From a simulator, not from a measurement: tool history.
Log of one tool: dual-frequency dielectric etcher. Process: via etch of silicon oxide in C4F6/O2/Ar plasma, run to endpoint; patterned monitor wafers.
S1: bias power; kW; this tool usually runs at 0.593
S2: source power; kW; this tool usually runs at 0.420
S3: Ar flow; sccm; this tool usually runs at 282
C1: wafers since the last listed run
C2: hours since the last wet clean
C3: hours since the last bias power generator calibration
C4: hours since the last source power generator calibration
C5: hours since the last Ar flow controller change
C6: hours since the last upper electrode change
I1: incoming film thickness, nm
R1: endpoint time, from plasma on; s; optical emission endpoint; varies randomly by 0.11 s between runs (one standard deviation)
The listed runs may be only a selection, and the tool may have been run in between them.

run 1 day=0.000 | S1=0.593 S2=0.420 S3=318 | C1=0 C2=199.6 C3=1544.7 C4=4407.0 C5=5446.4 C6=2350.9 | I1=110.5 | R1=20.6
run 2 day=1.392 | S1=0.593 S2=0.420 S3=318 | C1=326 C2=233.0 C3=1578.1 C4=4440.4 C5=5479.8 C6=2384.3 | I1=110.6 | R1=20.7
run 3 day=4.133 | S1=0.593 S2=0.420 S3=318 | C1=643 C2=298.8 C3=1643.9 C4=4506.2 C5=5545.6 C6=2450.1 | I1=111.0 | R1=20.7
run 4 day=6.646 | S1=0.593 S2=0.380 S3=282 | C1=589 C2=359.1 C3=1704.2 C4=4566.5 C5=5605.9 C6=2510.4 | I1=109.8 | R1=20.9
run 5 day=8.888 | S1=0.481 S2=0.420 S3=282 | C1=526 C2=412.9 C3=1758.0 C4=4620.3 C5=5659.7 C6=2564.2 | I1=110.4 | R1=22.3
run 6 day=10.296 | S1=0.481 S2=0.420 S3=282 | C1=330 C2=446.7 C3=1791.8 C4=4654.1 C5=5693.5 C6=2598.0 | I1=110.0 | R1=21.8
run 7 day=11.896 | S1=0.481 S2=0.420 S3=282 | C1=375 C2=485.1 C3=1830.2 C4=4692.5 C5=5731.9 C6=2636.4 | I1=109.7 | R1=21.9
-- day=14.296 wet clean of the chamber
run 8 day=14.317 | S1=0.593 S2=0.420 S3=282 | C1=333 C2=0.5 C3=1888.3 C4=4750.6 C5=5790.0 C6=2694.5 | I1=110.4 | R1=21.2
run 9 day=15.342 | S1=0.593 S2=0.420 S3=282 | C1=240 C2=25.1 C3=1912.9 C4=4775.2 C5=5814.6 C6=2719.1 | I1=110.6 | R1=21.4
run 10 day=18.167 | S1=0.593 S2=0.420 S3=282 | C1=663 C2=92.9 C3=1980.7 C4=4843.0 C5=5882.4 C6=2786.9 | I1=110.8 | R1=21.3
-- day=19.125 Ar flow controller replaced
-- day=20.062 source power generator calibrated
run 11 day=20.942 | S1=0.535 S2=0.470 S3=282 | C1=553 C2=159.5 C3=2047.3 C4=21.1 C5=43.6 C6=2853.5 | I1=110.8 | R1=21.4
run 12 day=21.954 | S1=0.535 S2=0.470 S3=282 | C1=237 C2=183.8 C3=2071.6 C4=45.4 C5=67.9 C6=2877.8 | I1=109.7 | R1=21.0
-- day=25.567 wet clean of the chamber, repeated, since the last time left the tool worse
run 13 day=25.588 | S1=0.535 S2=0.470 S3=282 | C1=618 C2=0.5 C3=2158.8 C4=132.6 C5=155.1 C6=2965.0 | I1=109.5 | R1=20.2
run 14 day=26.375 | S1=0.593 S2=0.420 S3=282 | C1=184 C2=19.4 C3=2177.7 C4=151.5 C5=174.0 C6=2983.9 | I1=111.1 | R1=20.8
-- day=27.925 upper electrode replaced
run 15 day=27.992 | S1=0.522 S2=0.420 S3=282 | C1=144 C2=58.2 C3=2216.5 C4=190.3 C5=212.8 C6=1.6 | I1=110.8 | R1=21.7
-- day=28.958 bias power generator calibrated
run 16 day=29.454 | S1=0.459 S2=0.450 S3=348 | C1=304 C2=93.3 C3=11.9 C4=225.4 C5=247.9 C6=36.7 | I1=111.0 | R1=23.3
run 17 day=30.862 | S1=0.699 S2=0.360 S3=282 | C1=330 C2=127.1 C3=45.7 C4=259.2 C5=281.7 C6=70.5 | I1=110.3 | R1=20.1
run 18 day=33.738 | S1=0.697 S2=0.420 S3=282 | C1=674 C2=196.1 C3=114.7 C4=328.2 C5=350.7 C6=139.5 | I1=110.1 | R1=18.9
run 19 day=37.958 | S1=0.593 S2=0.450 S3=234 | C1=990 C2=297.4 C3=216.0 C4=429.5 C5=452.0 C6=240.8 | I1=111.5 | R1=19.3
run 20 day=40.629 | S1=0.593 S2=0.420 S3=282 | C1=626 C2=361.5 C3=280.1 C4=493.6 C5=516.1 C6=304.9 | I1=110.9 | R1=20.4
run 21 day=41.967 | S1=0.593 S2=0.420 S3=282 | C1=313 C2=393.6 C3=312.2 C4=525.7 C5=548.2 C6=337.0 | I1=109.5 | R1=20.0
-- day=43.421 wet clean of the chamber
run 22 day=44.862 | S1=0.593 S2=0.480 S3=225 | C1=444 C2=34.6 C3=381.7 C4=595.2 C5=617.7 C6=406.5 | I1=110.5 | R1=18.8
run 23 day=47.550 | S1=0.452 S2=0.500 S3=222 | C1=630 C2=99.1 C3=446.2 C4=659.7 C5=682.2 C6=471.0 | I1=112.0 | R1=21.1
run 24 day=49.958 | S1=0.593 S2=0.420 S3=282 | C1=565 C2=156.9 C3=504.0 C4=717.5 C5=740.0 C6=528.8 | I1=110.6 | R1=20.4
run 25 day=51.908 | S1=0.460 S2=0.520 S3=244 | C1=457 C2=203.7 C3=550.8 C4=764.3 C5=786.8 C6=575.6 | I1=110.9 | R1=20.6
run 26 day=54.529 | S1=0.593 S2=0.420 S3=282 | C1=615 C2=266.6 C3=613.7 C4=827.2 C5=849.7 C6=638.5 | I1=109.3 | R1=20.0
run 27 day=56.767 | S1=0.593 S2=0.420 S3=282 | C1=525 C2=320.3 C3=667.4 C4=880.9 C5=903.4 C6=692.2 | I1=110.4 | R1=20.3
run 28 day=59.271 | S1=0.593 S2=0.380 S3=349 | C1=587 C2=380.4 C3=727.5 C4=941.0 C5=963.5 C6=752.3 | I1=110.5 | R1=21.6
run 29 day=62.254 | S1=0.513 S2=0.420 S3=341 | C1=700 C2=452.0 C3=799.1 C4=1012.6 C5=1035.1 C6=823.9 | I1=109.5 | R1=21.7

4 options for the next run, each taken on its own from the tool as it stands now. Forecast them:
run A day=62.271 | S1=0.453 S2=0.420 S3=282 | C1=3 C2=452.4 C3=799.5 C4=1013.0 C5=1035.5 C6=824.3 | I1=111.4 | R1=?
run B day=62.271 | S1=0.593 S2=0.420 S3=325 | C1=3 C2=452.4 C3=799.5 C4=1013.0 C5=1035.5 C6=824.3 | I1=111.4 | R1=?
run C day=62.271 | S1=0.446 S2=0.480 S3=237 | C1=3 C2=452.4 C3=799.5 C4=1013.0 C5=1035.5 C6=824.3 | I1=111.4 | R1=?
run D day=62.271 | S1=0.501 S2=0.450 S3=214 | C1=3 C2=452.4 C3=799.5 C4=1013.0 C5=1035.5 C6=824.3 | I1=111.4 | R1=?

run=A R1=22.9
run=B R1=20.6
run=C R1=21.5
run=D R1=20.6
Had the tool no hidden state, the same runs would have come out as:
run=A R1=23.5
run=B R1=21.1
run=C R1=22.0
run=D R1=21.1

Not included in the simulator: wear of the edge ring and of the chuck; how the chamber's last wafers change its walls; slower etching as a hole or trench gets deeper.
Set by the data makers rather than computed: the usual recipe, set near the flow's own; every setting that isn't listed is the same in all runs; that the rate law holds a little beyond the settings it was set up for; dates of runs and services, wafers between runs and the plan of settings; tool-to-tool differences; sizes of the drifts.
